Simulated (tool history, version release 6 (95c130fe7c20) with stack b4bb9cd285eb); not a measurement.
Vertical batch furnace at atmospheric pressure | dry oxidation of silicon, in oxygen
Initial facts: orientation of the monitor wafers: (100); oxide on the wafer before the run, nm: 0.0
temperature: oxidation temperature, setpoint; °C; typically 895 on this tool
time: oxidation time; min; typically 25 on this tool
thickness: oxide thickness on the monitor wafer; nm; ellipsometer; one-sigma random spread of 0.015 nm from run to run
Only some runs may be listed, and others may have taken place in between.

run,hour,temperature,time,"read-back reference wafer on the same gauge, thickness",thickness
1,0,895,25,8.4,9.97
2,20.7,895,25,8.4,9.97
3,47.7,895,25,8.4,9.99
4,70.8,895,25,8.4,10
5,84.8,895,25,8.41,10.01
6,112.5,895,25,8.4,10.05
7,148.2,895,25,8.4,10.03
8,172.5,895,25,8.4,10.04
9,194,895,25,8.4,10.07
10,226.3,895,25,8.4,10.07
11,259.2,886,17,8.4,6.94
12,283.8,886,17,8.4,6.97
13,299.6,910,25,8.4,11.91
14,328.9,885,29,8.4,10.04

Run 15, settings as shown, results not yet in. Your forecast:
15,342.2,884,25,?,?

read-back reference wafer on the same gauge, thickness: 8.4
thickness: 8.94 nm
Had the tool carried no hidden state, the very same run would have given thickness 8.9 nm.

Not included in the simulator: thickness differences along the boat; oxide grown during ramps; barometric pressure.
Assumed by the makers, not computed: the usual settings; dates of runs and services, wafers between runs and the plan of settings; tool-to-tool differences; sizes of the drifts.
